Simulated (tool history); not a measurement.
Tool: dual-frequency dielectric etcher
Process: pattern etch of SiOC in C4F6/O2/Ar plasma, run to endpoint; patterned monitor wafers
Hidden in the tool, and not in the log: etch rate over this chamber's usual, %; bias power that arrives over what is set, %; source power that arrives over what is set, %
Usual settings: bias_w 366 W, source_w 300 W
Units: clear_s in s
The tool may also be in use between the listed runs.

run   hour  bias_w  source_w  wafers since the last listed run  hours since the last wet clean  hours since the last bias power generator calibration  hours since the last source power generator calibration  hours since the last upper electrode change  incoming incoming film thickness, nm  clear_s
  1    0.0     420       300                                 0                           419.8                                                 3107.5                                                   1459.6                                       1901.9                                 31.73     12.6
  2    8.4     366       320                               141                           428.2                                                 3115.9                                                   1468.0                                       1910.3                                 31.93     13.1
  3   18.8     311       250                               175                           438.6                                                 3126.3                                                   1478.4                                       1920.7                                 31.49     15.1
  4   25.5     311       250                               112                           445.3                                                 3133.0                                                   1485.1                                       1927.4                                 31.42     15.0
  5   31.8     311       250                               106                           451.6                                                 3139.3                                                   1491.4                                       1933.7                                 31.33     15.0
  6   44.2     366       330                               209                           464.0                                                 3151.7                                                   1503.8                                       1946.1                                 31.57     12.8
  7   51.7     366       330                               126                           471.5                                                 3159.2                                                   1511.3                                       1953.6                                 31.78     12.9
  8   83.8     366       330                               541                           503.6                                                 3191.3                                                   1543.4                                       1985.7                                 32.05     13.0
     119.3  -- wet clean of the chamber
  9  119.8     366       300                               202                             0.5                                                 3227.3                                                   1579.4                                       2021.7                                 31.29     13.8
 10  120.2     366       300                                 6                             0.9                                                 3227.7                                                   1579.8                                       2022.1                                 31.44     13.8
 11  128.4     386       300                               138                             9.1                                                 3235.9                                                   1588.0                                       2030.3                                 31.21     13.4
     156.7  -- bias power generator calibrated
     157.0  -- upper electrode replaced, of another model than before
 12  157.5     366       340                               417                            38.2                                                    0.8                                                   1617.1                                          0.5                                 31.41     13.3
 13  157.8     294       260                                 5                            38.5                                                    1.1                                                   1617.4                                          0.8                                 31.58     16.5
 14  160.9     420       300                                52                            41.6                                                    4.2                                                   1620.5                                          3.9                                 31.80     12.8
 15  170.9     452       360                               168                            51.6                                                   14.2                                                   1630.5                                         13.9                                 31.50     11.6
 16  177.3     300       320                               107                            58.0                                                   20.6                                                   1636.9                                         20.3                                 31.93     15.7
     182.6  -- source power generator calibrated
 17  184.6     457       240                                55                            65.3                                                   27.9                                                      2.0                                         27.6                                 31.61     12.7
 18  194.8     366       300                               171                            75.5                                                   38.1                                                     12.2                                         37.8                                 31.69     13.8
 19  207.8     452       280                               219                            88.5                                                   51.1                                                     25.2                                         50.8                                 31.46     12.2
 20  219.9     399       360                               204                           100.6                                                   63.2                                                     37.3                                         62.9                                 31.46     12.3
 21  237.9     366       260                               303                           118.6                                                   81.2                                                     55.3                                         80.9                                 31.51     14.2
 22  247.5     281       350                               161                           128.2                                                   90.8                                                     64.9                                         90.5                                 31.49     15.7
 23  262.0     274       270                               244                           142.7                                                  105.3                                                     79.4                                        105.0                                 31.28     17.1
 24  275.4     436       230                               225                           156.1                                                  118.7                                                     92.8                                        118.4                                 31.15     12.8

Forecast each of these 5 alternatives for the next run:
  A  275.8     366       350                                 6                           156.5                                                  119.1                                                     93.2                                        118.8                                 31.90        ?
  B  275.8     425       380                                 6                           156.5                                                  119.1                                                     93.2                                        118.8                                 31.90        ?
  C  275.8     444       300                                 6                           156.5                                                  119.1                                                     93.2                                        118.8                                 31.90        ?
  D  275.8     314       300                                 6                           156.5                                                  119.1                                                     93.2                                        118.8                                 31.90        ?
  E  275.8     277       300                                 6                           156.5                                                  119.1                                                     93.2                                        118.8                                 31.90        ?

run  clear_s
  A     13.2
  B     11.8
  C     12.2
  D     15.2
  E     16.7
Without the tool's hidden state the same runs would have given:
run  clear_s
  A     13.4
  B     12.0
  C     12.4
  D     15.4
  E     16.9

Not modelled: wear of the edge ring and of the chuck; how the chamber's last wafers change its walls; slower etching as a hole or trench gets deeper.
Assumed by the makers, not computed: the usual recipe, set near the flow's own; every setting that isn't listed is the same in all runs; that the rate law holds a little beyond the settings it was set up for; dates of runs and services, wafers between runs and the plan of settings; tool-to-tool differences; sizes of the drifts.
